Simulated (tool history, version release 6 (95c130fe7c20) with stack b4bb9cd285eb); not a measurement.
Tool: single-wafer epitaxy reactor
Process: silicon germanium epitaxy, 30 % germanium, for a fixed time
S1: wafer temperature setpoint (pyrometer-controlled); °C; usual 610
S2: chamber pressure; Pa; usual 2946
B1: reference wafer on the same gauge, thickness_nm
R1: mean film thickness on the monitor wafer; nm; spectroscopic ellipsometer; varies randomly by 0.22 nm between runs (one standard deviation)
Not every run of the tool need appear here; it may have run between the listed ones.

Run 1, day 0.000: usual settings; B1 71.868. Result: R1 74.886 nm.
Run 2, day 3.992: usual settings but S1 619 °C, S2 2746 Pa; B1 71.941. Result: R1 83.115 nm.
Run 3, day 7.088: usual settings but S1 619 °C, S2 2746 Pa; B1 71.860. Result: R1 83.097 nm.
Run 4, day 8.679: usual settings but S1 619 °C, S2 2746 Pa; B1 71.864. Result: R1 83.416 nm.
Run 5, day 12.525: usual settings but S2 2493 Pa; B1 71.919. Result: R1 69.314 nm.
Run 6, day 14.942: usual settings; B1 71.871. Result: R1 74.112 nm.
Run 7, day 22.304: usual settings; B1 71.897. Result: R1 73.642 nm.
Run 8, day 25.429: usual settings; B1 71.905. Result: R1 73.637 nm.
Run 9, day 27.475: usual settings; B1 71.902. Result: R1 73.036 nm.
Run 10, day 29.988: usual settings; B1 71.956. Result: R1 73.379 nm.
Run 11, day 33.412: usual settings but S2 3360 Pa; B1 71.894. Result: R1 76.606 nm.
Run 12, day 35.675: usual settings but S2 2600 Pa; B1 71.973. Result: R1 69.444 nm.
Run 13, day 39.554: usual settings but S2 2600 Pa; B1 71.908. Result: R1 69.482 nm.
Run 14, day 43.904: usual settings but S2 2600 Pa; B1 71.900. Result: R1 69.466 nm.
Run 15, day 45.988: usual settings but S1 621 °C, S2 3466 Pa; B1 71.878. Result: R1 92.260 nm.
Run 16, day 49.346: usual settings but S1 621 °C, S2 3466 Pa; B1 71.894. Result: R1 92.199 nm.
At day 50.562: capacitance manometer re-zeroed and calibrated.
At day 52.633: showerhead replaced.
Run 17, day 56.712: usual settings but S1 621 °C, S2 3466 Pa; B1 71.835. Result: R1 93.914 nm.
Run 18, day 59.325: usual settings but S1 599 °C, S2 2226 Pa; B1 71.927. Result: R1 56.086 nm.
Run 19, day 61.579: usual settings; B1 71.901. Result: R1 73.866 nm.
Run 20, day 64.771: usual settings but S2 3346 Pa; B1 71.810. Result: R1 77.866 nm.
At day 65.738: gauge calibrated.
Run 21, day 67.875: usual settings but S1 603 °C, S2 3533 Pa; B1 71.902. Result: R1 70.995 nm.
Run 22, day 78.588: usual settings but S1 623 °C, S2 2386 Pa; B1 71.917. Result: R1 83.138 nm.
Run 23, day 82.133: usual settings but S1 606 °C, S2 3346 Pa; B1 71.917. Result: R1 72.755 nm.
Run 24, day 84.671: usual settings but S2 3440 Pa; B1 71.913. Result: R1 77.954 nm.
Run 25, day 87.233: usual settings; B1 71.877. Result: R1 73.850 nm.
At day 89.558: pyrometer calibrated.
Run 26, day 91.162: usual settings but S1 623 °C, S2 2640 Pa; B1 71.812. Result: R1 87.547 nm.
Run 27, day 93.488: usual settings but S1 618 °C; B1 71.917. Result: R1 84.999 nm.
Run 28, day 96.904: usual settings; B1 71.904. Result: R1 74.487 nm.
Run 29, day 98.417: usual settings but S1 615 °C, S2 3626 Pa; B1 71.889. Result: R1 87.698 nm.
Run 30, day 100.292: usual settings but S1 600 °C, S2 2346 Pa; B1 71.908. Result: R1 57.828 nm.
Run 31, day 104.054: usual settings but S1 604 °C, S2 2613 Pa; B1 71.990. Result: R1 64.233 nm.
Run 32, day 107.996: usual settings but S2 3640 Pa; B1 71.836. Result: R1 80.622 nm.
Run 33, day 110.275: usual settings but S1 624 °C, S2 3640 Pa; B1 71.959. Result: R1 99.360 nm.
Run 34, day 113.612: usual settings but S2 2400 Pa; B1 71.915. Result: R1 67.546 nm.

For some of the steps in R1 from one run to the next: how much would appear even if the tool had no hidden state, given the settings, what came in and random variation, and how much remains for the hidden state plus any gauge scatter that the measured result and the result without hidden state don't share?
Unlogged tool condition in this case: wafer temperature above the value expected at the setpoint (K); true pressure above the setpoint (%); gauge reads high (%).
Run 14 -> 15: S1 610 -> 621, S2 2600 -> 3466. R1 +22.794 nm: hidden state -0.817, all else +23.611.
Run 16 -> 17: capacitance manometer re-zeroed and calibrated, showerhead replaced. R1 +1.715 nm: hidden state +1.826, all else -0.111.
Run 17 -> 18: S1 621 -> 599, S2 3466 -> 2226. R1 -37.828 nm: hidden state +0.502, all else -38.330.
Run 25 -> 26: S1 610 -> 623, S2 2946 -> 2640, pyrometer calibrated. R1 +13.697 nm: hidden state +1.133, all else +12.564.
Run 29 -> 30: S1 615 -> 600, S2 3626 -> 2346. R1 -29.870 nm: hidden state +0.331, all else -30.201.
Run 33 -> 34: S1 624 -> 610, S2 3640 -> 2400. R1 -31.814 nm: hidden state +0.537, all else -32.351.

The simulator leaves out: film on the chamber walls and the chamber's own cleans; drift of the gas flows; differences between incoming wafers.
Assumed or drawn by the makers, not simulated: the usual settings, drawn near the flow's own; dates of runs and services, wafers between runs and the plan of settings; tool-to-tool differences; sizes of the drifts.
